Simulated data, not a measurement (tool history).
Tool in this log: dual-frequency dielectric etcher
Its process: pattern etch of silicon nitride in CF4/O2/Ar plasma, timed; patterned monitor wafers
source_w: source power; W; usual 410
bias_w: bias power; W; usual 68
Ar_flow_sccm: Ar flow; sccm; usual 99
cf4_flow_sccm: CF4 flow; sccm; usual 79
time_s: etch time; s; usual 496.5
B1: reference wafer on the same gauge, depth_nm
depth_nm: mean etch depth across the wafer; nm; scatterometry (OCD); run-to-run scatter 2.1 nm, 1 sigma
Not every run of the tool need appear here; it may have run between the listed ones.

Run 1, hour 0.0: usual settings; B1 1147.8. Result: depth_nm 982.8 nm.
At hour 13.7: wet clean of the chamber.
Run 2, hour 39.0: usual settings; B1 1148.4. Result: depth_nm 957.7 nm.
Run 3, hour 90.1: usual settings; B1 1147.9. Result: depth_nm 959.6 nm.
Run 4, hour 136.0: usual settings but source_w 380 W; B1 1147.4. Result: depth_nm 931.3 nm.
Run 5, hour 292.3: usual settings but source_w 380 W; B1 1148.4. Result: depth_nm 938.4 nm.
Run 6, hour 349.9: usual settings but source_w 380 W; B1 1147.3. Result: depth_nm 938.5 nm.
At hour 393.5: wet clean of the chamber.
At hour 416.2: bias power generator calibrated.
Run 7, hour 416.7: usual settings but time_s 584.5 s; B1 1147.5. Result: depth_nm 1138.3 nm.
At hour 420.5: gauge calibrated.
Run 8, hour 468.6: usual settings; B1 1148.3. Result: depth_nm 969.1 nm.
Run 9, hour 564.2: usual settings; B1 1148.1. Result: depth_nm 970.7 nm.
Run 10, hour 603.4: usual settings but Ar_flow_sccm 108 sccm; B1 1147.6. Result: depth_nm 959.7 nm.
Run 11, hour 662.0: usual settings but source_w 330 W, bias_w 59 W, Ar_flow_sccm 116 sccm, time_s 387.0 s; B1 1148.0. Result: depth_nm 642.4 nm.
At hour 690.1: upper electrode replaced.
Run 12, hour 722.6: usual settings but source_w 330 W, bias_w 59 W, Ar_flow_sccm 116 sccm, time_s 387.0 s; B1 1147.9. Result: depth_nm 644.7 nm.
At hour 754.0: CF4 flow controller replaced.
At hour 774.0: wet clean of the chamber.
Run 13, hour 774.5: usual settings but source_w 450 W, Ar_flow_sccm 121 sccm, time_s 349.0 s; B1 1148.3. Result: depth_nm 678.3 nm.
At hour 788.8: source power generator calibrated.
Run 14, hour 803.8: usual settings; B1 1147.5. Result: depth_nm 955.0 nm.
Run 15, hour 853.3: usual settings but source_w 490 W, Ar_flow_sccm 119 sccm; B1 1147.4. Result: depth_nm 1019.7 nm.
At hour 879.6: Ar flow controller replaced.
Run 16, hour 891.3: usual settings but bias_w 55 W, Ar_flow_sccm 86 sccm, time_s 354.0 s; B1 1148.5. Result: depth_nm 662.1 nm.
Run 17, hour 932.1: usual settings; B1 1147.9. Result: depth_nm 964.5 nm.
Run 18, hour 985.2: usual settings but Ar_flow_sccm 80 sccm, cf4_flow_sccm 74 sccm; B1 1148.6. Result: depth_nm 991.7 nm.
Run 19, hour 1054.1: usual settings but time_s 642.0 s; B1 1147.6. Result: depth_nm 1258.0 nm.
Run 20, hour 1111.8: usual settings but bias_w 60 W; B1 1148.2. Result: depth_nm 943.1 nm.
At hour 1181.1: wet clean of the chamber.
Run 21, hour 1181.6: usual settings but cf4_flow_sccm 72 sccm; B1 1148.3. Result: depth_nm 943.0 nm.

Alternative continuations, all from the tool just after run 21; predict every row:
Run A, hour 1182.2: usual settings but source_w 440 W; B1 ?. Result: depth_nm ?.
Run B, hour 1182.2: usual settings but cf4_flow_sccm 86 sccm; B1 ?. Result: depth_nm ?.
Run C, hour 1182.2: usual settings but cf4_flow_sccm 62 sccm; B1 ?. Result: depth_nm ?.

run      B1  depth_nm
  A  1149.0     991.7
  B  1149.0     971.6
  C  1149.0     910.0
Had the tool no hidden state, the same runs would have come out as:
run  depth_nm
  A     989.3
  B     969.3
  C     907.8
